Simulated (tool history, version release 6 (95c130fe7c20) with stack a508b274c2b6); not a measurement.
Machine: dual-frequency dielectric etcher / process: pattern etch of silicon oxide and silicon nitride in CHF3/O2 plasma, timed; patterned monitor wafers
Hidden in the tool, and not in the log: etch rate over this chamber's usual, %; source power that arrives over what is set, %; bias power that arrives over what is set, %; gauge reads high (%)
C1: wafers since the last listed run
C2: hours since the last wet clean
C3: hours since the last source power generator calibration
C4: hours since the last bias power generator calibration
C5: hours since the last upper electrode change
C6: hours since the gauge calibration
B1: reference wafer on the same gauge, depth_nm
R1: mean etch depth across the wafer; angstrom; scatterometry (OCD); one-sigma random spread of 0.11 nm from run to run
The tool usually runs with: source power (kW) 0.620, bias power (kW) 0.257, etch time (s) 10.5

{"run": 1, "hour": 0.0, "source power (kW)": 0.57, "bias power (kW)": 0.3, "etch time (s)": 10.5, "C1": 0, "C2": 399.6, "C3": 2077.4, "C4": 1207.0, "C5": 2735.1, "C6": 1460.1, "B1": 21.51, "R1": 216.7}
{"hour": 85.2, "done": "wet clean of the chamber"}
{"run": 2, "hour": 85.7, "source power (kW)": 0.57, "bias power (kW)": 0.3, "etch time (s)": 10.5, "C1": 1042, "C2": 0.5, "C3": 2163.1, "C4": 1292.7, "C5": 2820.8, "C6": 1545.8, "B1": 21.55, "R1": 215.2}
{"run": 3, "hour": 136.8, "source power (kW)": 0.57, "bias power (kW)": 0.3, "etch time (s)": 10.5, "C1": 863, "C2": 51.6, "C3": 2214.2, "C4": 1343.8, "C5": 2871.9, "C6": 1596.9, "B1": 21.51, "R1": 215.1}
{"run": 4, "hour": 164.3, "source power (kW)": 0.62, "bias power (kW)": 0.257, "etch time (s)": 10.5, "C1": 464, "C2": 79.1, "C3": 2241.7, "C4": 1371.3, "C5": 2899.4, "C6": 1624.4, "B1": 21.47, "R1": 202.4}
{"run": 5, "hour": 223.8, "source power (kW)": 0.62, "bias power (kW)": 0.257, "etch time (s)": 10.5, "C1": 1005, "C2": 138.6, "C3": 2301.2, "C4": 1430.8, "C5": 2958.9, "C6": 1683.9, "B1": 21.48, "R1": 203.9}
{"run": 6, "hour": 255.9, "source power (kW)": 0.62, "bias power (kW)": 0.257, "etch time (s)": 10.5, "C1": 542, "C2": 170.7, "C3": 2333.3, "C4": 1462.9, "C5": 2991.0, "C6": 1716.0, "B1": 21.47, "R1": 203.8}
{"run": 7, "hour": 297.5, "source power (kW)": 0.62, "bias power (kW)": 0.257, "etch time (s)": 12.0, "C1": 703, "C2": 212.3, "C3": 2374.9, "C4": 1504.5, "C5": 3032.6, "C6": 1757.6, "B1": 21.5, "R1": 232.4}
{"run": 8, "hour": 338.4, "source power (kW)": 0.62, "bias power (kW)": 0.257, "etch time (s)": 12.0, "C1": 691, "C2": 253.2, "C3": 2415.8, "C4": 1545.4, "C5": 3073.5, "C6": 1798.5, "B1": 21.51, "R1": 233.4}
{"hour": 362.2, "done": "bias power generator calibrated"}
{"run": 9, "hour": 382.9, "source power (kW)": 0.62, "bias power (kW)": 0.257, "etch time (s)": 12.0, "C1": 684, "C2": 297.7, "C3": 2460.3, "C4": 20.7, "C5": 3118.0, "C6": 1843.0, "B1": 21.53, "R1": 218.7}
{"run": 10, "hour": 415.4, "source power (kW)": 0.62, "bias power (kW)": 0.257, "etch time (s)": 9.0, "C1": 549, "C2": 330.2, "C3": 2492.8, "C4": 53.2, "C5": 3150.5, "C6": 1875.5, "B1": 21.48, "R1": 164.7}
{"run": 11, "hour": 469.1, "source power (kW)": 0.62, "bias power (kW)": 0.257, "etch time (s)": 12.5, "C1": 907, "C2": 383.9, "C3": 2546.5, "C4": 106.9, "C5": 3204.2, "C6": 1929.2, "B1": 21.51, "R1": 227.9}
{"hour": 495.3, "done": "upper electrode replaced"}
{"hour": 523.2, "done": "wet clean of the chamber"}
{"run": 12, "hour": 523.7, "source power (kW)": 0.62, "bias power (kW)": 0.257, "etch time (s)": 12.5, "C1": 111, "C2": 0.5, "C3": 2601.1, "C4": 161.5, "C5": 28.4, "C6": 1983.8, "B1": 21.55, "R1": 228.5}
{"run": 13, "hour": 572.6, "source power (kW)": 0.62, "bias power (kW)": 0.289, "etch time (s)": 13.0, "C1": 826, "C2": 49.4, "C3": 2650.0, "C4": 210.4, "C5": 77.3, "C6": 2032.7, "B1": 21.49, "R1": 255.1}
{"hour": 589.8, "done": "source power generator calibrated"}
{"run": 14, "hour": 631.7, "source power (kW)": 0.62, "bias power (kW)": 0.229, "etch time (s)": 10.5, "C1": 931, "C2": 108.5, "C3": 41.9, "C4": 269.5, "C5": 136.4, "C6": 2091.8, "B1": 21.51, "R1": 181.1}
{"hour": 687.9, "done": "gauge calibrated"}
{"run": 15, "hour": 689.7, "source power (kW)": 0.62, "bias power (kW)": 0.215, "etch time (s)": 10.5, "C1": 980, "C2": 166.5, "C3": 99.9, "C4": 327.5, "C5": 194.4, "C6": 1.8, "B1": 21.51, "R1": 172.9}
{"hour": 700.4, "done": "bias power generator calibrated, repeated, since the last time left the tool worse"}
{"run": 16, "hour": 752.7, "source power (kW)": 0.57, "bias power (kW)": 0.216, "etch time (s)": 12.5, "C1": 997, "C2": 229.5, "C3": 162.9, "C4": 52.3, "C5": 257.4, "C6": 64.8, "B1": 21.48, "R1": 211.1}
{"run": 17, "hour": 803.0, "source power (kW)": 0.62, "bias power (kW)": 0.257, "etch time (s)": 12.5, "C1": 850, "C2": 279.8, "C3": 213.2, "C4": 102.6, "C5": 307.7, "C6": 115.1, "B1": 21.5, "R1": 237.8}
{"run": 18, "hour": 871.8, "source power (kW)": 0.62, "bias power (kW)": 0.257, "etch time (s)": 10.5, "C1": 1162, "C2": 348.6, "C3": 282.0, "C4": 171.4, "C5": 376.5, "C6": 183.9, "B1": 21.49, "R1": 199.8}
{"hour": 922.2, "done": "wet clean of the chamber"}
{"run": 19, "hour": 922.7, "source power (kW)": 0.62, "bias power (kW)": 0.218, "etch time (s)": 10.5, "C1": 454, "C2": 0.5, "C3": 332.9, "C4": 222.3, "C5": 427.4, "C6": 234.8, "B1": 21.49, "R1": 181.9}
{"run": 20, "hour": 977.1, "source power (kW)": 0.57, "bias power (kW)": 0.3, "etch time (s)": 10.5, "C1": 919, "C2": 54.9, "C3": 387.3, "C4": 276.7, "C5": 481.8, "C6": 289.2, "B1": 21.48, "R1": 214.2}
{"run": 21, "hour": 1046.0, "source power (kW)": 0.77, "bias power (kW)": 0.203, "etch time (s)": 10.5, "C1": 1164, "C2": 123.8, "C3": 456.2, "C4": 345.6, "C5": 550.7, "C6": 358.1, "B1": 21.5, "R1": 185.4}
{"run": 22, "hour": 1095.4, "source power (kW)": 0.57, "bias power (kW)": 0.3, "etch time (s)": 10.5, "C1": 835, "C2": 173.2, "C3": 505.6, "C4": 395.0, "C5": 600.1, "C6": 407.5, "B1": 21.5, "R1": 214.0}
{"run": 23, "hour": 1270.5, "source power (kW)": 0.58, "bias power (kW)": 0.257, "etch time (s)": 8.0, "C1": 2959, "C2": 348.3, "C3": 680.7, "C4": 570.1, "C5": 775.2, "C6": 582.6, "B1": 21.49, "R1": 150.9}
{"hour": 1296.1, "done": "wet clean of the chamber"}
{"run": 24, "hour": 1342.4, "source power (kW)": 0.62, "bias power (kW)": 0.257, "etch time (s)": 10.5, "C1": 809, "C2": 46.3, "C3": 752.6, "C4": 642.0, "C5": 847.1, "C6": 654.5, "B1": 21.5, "R1": 200.5}
{"run": 25, "hour": 1412.4, "source power (kW)": 0.58, "bias power (kW)": 0.257, "etch time (s)": 8.0, "C1": 1183, "C2": 116.3, "C3": 822.6, "C4": 712.0, "C5": 917.1, "C6": 724.5, "B1": 21.49, "R1": 151.6}
{"run": 26, "hour": 1478.6, "source power (kW)": 0.62, "bias power (kW)": 0.275, "etch time (s)": 10.5, "C1": 1119, "C2": 182.5, "C3": 888.8, "C4": 778.2, "C5": 983.3, "C6": 790.7, "B1": 21.51, "R1": 208.5}
{"run": 27, "hour": 1511.0, "source power (kW)": 0.62, "bias power (kW)": 0.257, "etch time (s)": 10.5, "C1": 547, "C2": 214.9, "C3": 921.2, "C4": 810.6, "C5": 1015.7, "C6": 823.1, "B1": 21.51, "R1": 203.0}
{"run": 28, "hour": 1562.4, "source power (kW)": 0.62, "bias power (kW)": 0.197, "etch time (s)": 10.5, "C1": 868, "C2": 266.3, "C3": 972.6, "C4": 862.0, "C5": 1067.1, "C6": 874.5, "B1": 21.5, "R1": 170.6}

Some steps in R1 between neighbouring runs. How much of each would the tool show without its hidden state too (settings, what came in, random variation), and how much is left for the hidden state, with any gauge scatter that isn't in both results?
Run 8 -> 9: bias power generator calibrated. R1 -14.7 angstrom: hidden state -13.6, all else -1.1.
Run 10 -> 11: etch time (s) 9.0 -> 12.5. R1 +63.2 angstrom: hidden state -2.3, all else +65.5.
Run 13 -> 14: bias power (kW) 0.289 -> 0.229, etch time (s) 13.0 -> 10.5, source power generator calibrated. R1 -74.0 angstrom: hidden state +3.4, all else -77.4.
Run 15 -> 16: source power (kW) 0.620 -> 0.570, bias power (kW) 0.215 -> 0.216, etch time (s) 10.5 -> 12.5, bias power generator calibrated, repeated, since the last time left the tool worse. R1 +38.2 angstrom: hidden state +5.5, all else +32.7.

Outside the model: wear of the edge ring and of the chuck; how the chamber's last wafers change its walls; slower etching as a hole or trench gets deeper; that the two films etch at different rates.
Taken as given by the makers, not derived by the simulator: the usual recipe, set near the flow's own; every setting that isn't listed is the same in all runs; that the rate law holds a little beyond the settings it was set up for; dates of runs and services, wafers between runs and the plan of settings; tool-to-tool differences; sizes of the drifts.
